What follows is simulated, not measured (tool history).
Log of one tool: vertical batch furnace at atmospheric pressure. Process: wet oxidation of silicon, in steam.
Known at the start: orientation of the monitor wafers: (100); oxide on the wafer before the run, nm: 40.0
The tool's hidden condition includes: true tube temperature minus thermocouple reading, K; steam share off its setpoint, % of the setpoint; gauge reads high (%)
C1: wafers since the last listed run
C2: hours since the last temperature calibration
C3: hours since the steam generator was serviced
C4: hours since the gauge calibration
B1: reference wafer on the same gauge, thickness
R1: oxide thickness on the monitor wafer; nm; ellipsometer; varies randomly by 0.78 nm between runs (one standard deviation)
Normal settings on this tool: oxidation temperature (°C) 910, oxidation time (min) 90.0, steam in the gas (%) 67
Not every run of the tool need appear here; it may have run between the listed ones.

{"run": 1, "hour": 0.0, "oxidation temperature (°C)": 910, "oxidation time (min)": 103.0, "steam in the gas (%)": 60, "C1": 0, "C2": 526.8, "C3": 845.1, "C4": 575.6, "B1": 239.79, "R1": 229.16}
{"run": 2, "hour": 89.6, "oxidation temperature (°C)": 910, "oxidation time (min)": 113.0, "steam in the gas (%)": 67, "C1": 1533, "C2": 616.4, "C3": 934.7, "C4": 665.2, "B1": 240.06, "R1": 263.69}
{"run": 3, "hour": 196.1, "oxidation temperature (°C)": 910, "oxidation time (min)": 64.5, "steam in the gas (%)": 67, "C1": 1822, "C2": 722.9, "C3": 1041.2, "C4": 771.7, "B1": 240.09, "R1": 177.25}
{"run": 4, "hour": 289.2, "oxidation temperature (°C)": 910, "oxidation time (min)": 90.0, "steam in the gas (%)": 58, "C1": 1593, "C2": 816.0, "C3": 1134.3, "C4": 864.8, "B1": 239.92, "R1": 201.52}
{"run": 5, "hour": 335.1, "oxidation temperature (°C)": 910, "oxidation time (min)": 90.0, "steam in the gas (%)": 58, "C1": 785, "C2": 861.9, "C3": 1180.2, "C4": 910.7, "B1": 240.13, "R1": 201.93}
{"run": 6, "hour": 421.3, "oxidation temperature (°C)": 910, "oxidation time (min)": 90.0, "steam in the gas (%)": 58, "C1": 1475, "C2": 948.1, "C3": 1266.4, "C4": 996.9, "B1": 239.8, "R1": 201.32}
{"hour": 457.3, "done": "steam generator serviced"}
{"run": 7, "hour": 521.2, "oxidation temperature (°C)": 910, "oxidation time (min)": 122.5, "steam in the gas (%)": 67, "C1": 1299, "C2": 1048.0, "C3": 63.9, "C4": 1096.8, "B1": 240.22, "R1": 289.87}
{"run": 8, "hour": 591.4, "oxidation temperature (°C)": 910, "oxidation time (min)": 61.5, "steam in the gas (%)": 70, "C1": 1201, "C2": 1118.2, "C3": 134.1, "C4": 1167.0, "B1": 240.13, "R1": 181.58}
{"run": 9, "hour": 638.3, "oxidation temperature (°C)": 910, "oxidation time (min)": 61.5, "steam in the gas (%)": 70, "C1": 802, "C2": 1165.1, "C3": 181.0, "C4": 1213.9, "B1": 240.11, "R1": 179.36}
{"run": 10, "hour": 709.5, "oxidation temperature (°C)": 910, "oxidation time (min)": 61.5, "steam in the gas (%)": 70, "C1": 1218, "C2": 1236.3, "C3": 252.2, "C4": 1285.1, "B1": 239.91, "R1": 180.75}
{"run": 11, "hour": 769.5, "oxidation temperature (°C)": 910, "oxidation time (min)": 90.0, "steam in the gas (%)": 67, "C1": 1026, "C2": 1296.3, "C3": 312.2, "C4": 1345.1, "B1": 240.26, "R1": 228.07}
{"run": 12, "hour": 874.5, "oxidation temperature (°C)": 894, "oxidation time (min)": 90.0, "steam in the gas (%)": 67, "C1": 1797, "C2": 1401.3, "C3": 417.2, "C4": 1450.1, "B1": 240.07, "R1": 191.68}
{"run": 13, "hour": 1197.0, "oxidation temperature (°C)": 894, "oxidation time (min)": 90.0, "steam in the gas (%)": 67, "C1": 5519, "C2": 1723.8, "C3": 739.7, "C4": 1772.6, "B1": 239.92, "R1": 190.25}
{"run": 14, "hour": 1297.8, "oxidation temperature (°C)": 894, "oxidation time (min)": 90.0, "steam in the gas (%)": 67, "C1": 1725, "C2": 1824.6, "C3": 840.5, "C4": 1873.4, "B1": 239.87, "R1": 189.27}
{"run": 15, "hour": 1357.2, "oxidation temperature (°C)": 910, "oxidation time (min)": 90.0, "steam in the gas (%)": 67, "C1": 1016, "C2": 1884.0, "C3": 899.9, "C4": 1932.8, "B1": 239.83, "R1": 223.48}
{"run": 16, "hour": 1464.2, "oxidation temperature (°C)": 891, "oxidation time (min)": 90.0, "steam in the gas (%)": 67, "C1": 1831, "C2": 1991.0, "C3": 1006.9, "C4": 2039.8, "B1": 240.11, "R1": 183.15}
{"run": 17, "hour": 1548.9, "oxidation temperature (°C)": 898, "oxidation time (min)": 90.0, "steam in the gas (%)": 67, "C1": 1449, "C2": 2075.7, "C3": 1091.6, "C4": 2124.5, "B1": 239.82, "R1": 197.19}
{"run": 18, "hour": 1613.6, "oxidation temperature (°C)": 926, "oxidation time (min)": 133.0, "steam in the gas (%)": 58, "C1": 1107, "C2": 2140.4, "C3": 1156.3, "C4": 2189.2, "B1": 239.77, "R1": 308.61}
{"run": 19, "hour": 1655.0, "oxidation temperature (°C)": 910, "oxidation time (min)": 61.5, "steam in the gas (%)": 70, "C1": 708, "C2": 2181.8, "C3": 1197.7, "C4": 2230.6, "B1": 240.0, "R1": 176.6}
{"run": 20, "hour": 1692.3, "oxidation temperature (°C)": 930, "oxidation time (min)": 72.0, "steam in the gas (%)": 67, "C1": 638, "C2": 2219.1, "C3": 1235.0, "C4": 2267.9, "B1": 239.95, "R1": 228.06}
{"hour": 1746.7, "done": "steam generator serviced"}
{"hour": 1753.2, "done": "thermocouples replaced and temperature profile calibrated"}
{"run": 21, "hour": 1767.7, "oxidation temperature (°C)": 921, "oxidation time (min)": 90.0, "steam in the gas (%)": 67, "C1": 767, "C2": 14.5, "C3": 21.0, "C4": 2343.3, "B1": 239.91, "R1": 255.53}
{"run": 22, "hour": 1809.9, "oxidation temperature (°C)": 901, "oxidation time (min)": 63.0, "steam in the gas (%)": 67, "C1": 722, "C2": 56.7, "C3": 63.2, "C4": 2385.5, "B1": 240.11, "R1": 163.58}
{"run": 23, "hour": 1871.4, "oxidation temperature (°C)": 922, "oxidation time (min)": 112.5, "steam in the gas (%)": 67, "C1": 1052, "C2": 118.2, "C3": 124.7, "C4": 2447.0, "B1": 240.16, "R1": 300.59}
{"run": 24, "hour": 1972.1, "oxidation temperature (°C)": 910, "oxidation time (min)": 90.0, "steam in the gas (%)": 67, "C1": 1723, "C2": 218.9, "C3": 225.4, "C4": 2547.7, "B1": 240.35, "R1": 227.7}
{"hour": 2029.0, "done": "gauge calibrated"}
{"run": 25, "hour": 2062.3, "oxidation temperature (°C)": 900, "oxidation time (min)": 55.5, "steam in the gas (%)": 59, "C1": 1543, "C2": 309.1, "C3": 315.6, "C4": 33.3, "B1": 240.44, "R1": 137.0}
{"run": 26, "hour": 2157.1, "oxidation temperature (°C)": 896, "oxidation time (min)": 51.5, "steam in the gas (%)": 72, "C1": 1622, "C2": 403.9, "C3": 410.4, "C4": 128.1, "B1": 240.0, "R1": 140.84}
{"run": 27, "hour": 2209.1, "oxidation temperature (°C)": 910, "oxidation time (min)": 118.5, "steam in the gas (%)": 74, "C1": 889, "C2": 455.9, "C3": 462.4, "C4": 180.1, "B1": 239.68, "R1": 295.66}
{"run": 28, "hour": 2301.0, "oxidation temperature (°C)": 931, "oxidation time (min)": 118.0, "steam in the gas (%)": 75, "C1": 1572, "C2": 547.8, "C3": 554.3, "C4": 272.0, "B1": 239.85, "R1": 357.57}
{"run": 29, "hour": 2389.2, "oxidation temperature (°C)": 910, "oxidation time (min)": 90.0, "steam in the gas (%)": 67, "C1": 1509, "C2": 636.0, "C3": 642.5, "C4": 360.2, "B1": 240.21, "R1": 225.48}
{"run": 30, "hour": 2474.6, "oxidation temperature (°C)": 931, "oxidation time (min)": 69.0, "steam in the gas (%)": 62, "C1": 1461, "C2": 721.4, "C3": 727.9, "C4": 445.6, "B1": 239.86, "R1": 212.29}
{"run": 31, "hour": 2555.8, "oxidation temperature (°C)": 899, "oxidation time (min)": 90.0, "steam in the gas (%)": 78, "C1": 1389, "C2": 802.6, "C3": 809.1, "C4": 526.8, "B1": 240.0, "R1": 222.75}
{"run": 32, "hour": 2644.4, "oxidation temperature (°C)": 910, "oxidation time (min)": 49.0, "steam in the gas (%)": 60, "C1": 1516, "C2": 891.2, "C3": 897.7, "C4": 615.4, "B1": 239.8, "R1": 137.42}
{"run": 33, "hour": 2706.0, "oxidation temperature (°C)": 890, "oxidation time (min)": 90.0, "steam in the gas (%)": 67, "C1": 1054, "C2": 952.8, "C3": 959.3, "C4": 677.0, "B1": 239.89, "R1": 180.14}
{"run": 34, "hour": 2757.4, "oxidation temperature (°C)": 919, "oxidation time (min)": 62.0, "steam in the gas (%)": 76, "C1": 879, "C2": 1004.2, "C3": 1010.7, "C4": 728.4, "B1": 239.85, "R1": 205.52}
{"run": 35, "hour": 2831.3, "oxidation temperature (°C)": 910, "oxidation time (min)": 90.0, "steam in the gas (%)": 67, "C1": 1264, "C2": 1078.1, "C3": 1084.6, "C4": 802.3, "B1": 240.08, "R1": 223.36}
{"run": 36, "hour": 2870.4, "oxidation temperature (°C)": 910, "oxidation time (min)": 90.0, "steam in the gas (%)": 60, "C1": 669, "C2": 1117.2, "C3": 1123.7, "C4": 841.4, "B1": 239.86, "R1": 207.39}
{"run": 37, "hour": 2926.1, "oxidation temperature (°C)": 902, "oxidation time (min)": 55.0, "steam in the gas (%)": 63, "C1": 953, "C2": 1172.9, "C3": 1179.4, "C4": 897.1, "B1": 239.93, "R1": 141.03}
{"run": 38, "hour": 3028.3, "oxidation temperature (°C)": 935, "oxidation time (min)": 90.0, "steam in the gas (%)": 67, "C1": 1749, "C2": 1275.1, "C3": 1281.6, "C4": 999.3, "B1": 240.32, "R1": 279.85}
{"run": 39, "hour": 3097.0, "oxidation temperature (°C)": 933, "oxidation time (min)": 77.0, "steam in the gas (%)": 57, "C1": 1175, "C2": 1343.8, "C3": 1350.3, "C4": 1068.0, "B1": 240.07, "R1": 218.59}

How would selected steps in R1 from run to run divide? Give the signed amount a tool lacking its hidden state would still show from settings, what came in and random variation, and the signed amount left for the hidden state, including any gauge scatter that is not in both of the compared results.
Run 18 -> 19: oxidation temperature (°C) 926 -> 910, oxidation time (min) 133.0 -> 61.5, steam in the gas (%) 58 -> 70. R1 -132.01 nm: hidden state +5.95, all else -137.96.
Run 20 -> 21: oxidation temperature (°C) 930 -> 921, oxidation time (min) 72.0 -> 90.0, steam generator serviced, thermocouples replaced and temperature profile calibrated. R1 +27.47 nm: hidden state +8.87, all else +18.60.
Run 22 -> 23: oxidation temperature (°C) 901 -> 922, oxidation time (min) 63.0 -> 112.5. R1 +137.01 nm: hidden state -2.36, all else +139.37.
Run 26 -> 27: oxidation temperature (°C) 896 -> 910, oxidation time (min) 51.5 -> 118.5, steam in the gas (%) 72 -> 74. R1 +154.82 nm: hidden state -5.16, all else +159.98.
Run 37 -> 38: oxidation temperature (°C) 902 -> 935, oxidation time (min) 55.0 -> 90.0, steam in the gas (%) 63 -> 67. R1 +138.82 nm: hidden state -6.50, all else +145.32.
